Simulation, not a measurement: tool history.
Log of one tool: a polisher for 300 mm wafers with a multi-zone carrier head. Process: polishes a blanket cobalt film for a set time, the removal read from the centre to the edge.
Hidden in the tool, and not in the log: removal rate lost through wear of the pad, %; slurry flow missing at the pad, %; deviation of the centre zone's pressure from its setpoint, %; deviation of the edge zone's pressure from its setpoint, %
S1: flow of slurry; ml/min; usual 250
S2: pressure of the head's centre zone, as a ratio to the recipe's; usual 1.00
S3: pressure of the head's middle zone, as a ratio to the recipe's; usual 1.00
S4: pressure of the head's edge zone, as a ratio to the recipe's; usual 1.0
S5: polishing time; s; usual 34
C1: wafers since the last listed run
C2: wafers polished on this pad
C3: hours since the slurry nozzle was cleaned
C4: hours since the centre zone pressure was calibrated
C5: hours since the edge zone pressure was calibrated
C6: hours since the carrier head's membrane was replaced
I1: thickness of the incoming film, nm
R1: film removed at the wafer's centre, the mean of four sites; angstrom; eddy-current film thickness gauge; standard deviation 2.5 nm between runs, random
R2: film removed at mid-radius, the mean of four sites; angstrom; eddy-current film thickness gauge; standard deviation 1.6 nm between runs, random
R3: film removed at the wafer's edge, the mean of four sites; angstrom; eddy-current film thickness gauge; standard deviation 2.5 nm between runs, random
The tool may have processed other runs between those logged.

Run 1, hour 0.0: usual settings; C1 0; C2 925; C3 47.7; C4 909.5; C5 526.8; C6 671.9; I1 657.4. Result: R1 1823 angstrom, R2 1856 angstrom, R3 1848 angstrom.
At hour 62.6: worn pad replaced by a new one.
Run 2, hour 194.5: usual settings; C1 1538; C2 1065; C3 242.2; C4 1104.0; C5 721.3; C6 866.4; I1 656.6. Result: R1 1798 angstrom, R2 1845 angstrom, R3 1815 angstrom.
At hour 226.8: worn pad replaced by a new one.
Run 3, hour 247.6: usual settings; C1 396; C2 167; C3 295.3; C4 1157.1; C5 774.4; C6 919.5; I1 656.0. Result: R1 1842 angstrom, R2 1861 angstrom, R3 1850 angstrom.
Run 4, hour 297.4: usual settings; C1 402; C2 570; C3 345.1; C4 1206.9; C5 824.2; C6 969.3; I1 653.0. Result: R1 1828 angstrom, R2 1848 angstrom, R3 1879 angstrom.
Run 5, hour 333.2: usual settings; C1 289; C2 859; C3 380.9; C4 1242.7; C5 860.0; C6 1005.1; I1 653.8. Result: R1 1785 angstrom, R2 1834 angstrom, R3 1829 angstrom.
At hour 344.2: centre zone pressure recalibrated.
Run 6, hour 398.0: usual settings; C1 507; C2 1366; C3 445.7; C4 53.8; C5 924.8; C6 1069.9; I1 655.7. Result: R1 1689 angstrom, R2 1710 angstrom, R3 1746 angstrom.
At hour 429.3: worn pad replaced by a new one.
Run 7, hour 439.6: usual settings but S1 300 ml/min, S3 0.91; C1 303; C2 83; C3 487.3; C4 95.4; C5 966.4; C6 1111.5; I1 658.6. Result: R1 1801 angstrom, R2 1698 angstrom, R3 1866 angstrom.
Run 8, hour 475.9: usual settings but S1 300 ml/min, S3 0.91; C1 293; C2 376; C3 523.6; C4 131.7; C5 1002.7; C6 1147.8; I1 651.1. Result: R1 1756 angstrom, R2 1679 angstrom, R3 1854 angstrom.

Run 9 is up next; what results do you expect?
At hour 480.7: slurry nozzle cleaned.
Run 9, hour 512.6: usual settings but S1 300 ml/min, S2 0.92, S4 0.9; C1 288; C2 664; C3 31.9; C4 168.4; C5 1039.4; C6 1184.5; I1 653.7. Result: R1 ?, R2 ?, R3 ?.

Run 9 came out at R1 1788 angstrom, R2 1932 angstrom, R3 1797 angstrom.
On a tool with no hidden condition, and with the same random variation, this run would have come out at R1 1831 angstrom, R2 1977 angstrom, R3 1838 angstrom.

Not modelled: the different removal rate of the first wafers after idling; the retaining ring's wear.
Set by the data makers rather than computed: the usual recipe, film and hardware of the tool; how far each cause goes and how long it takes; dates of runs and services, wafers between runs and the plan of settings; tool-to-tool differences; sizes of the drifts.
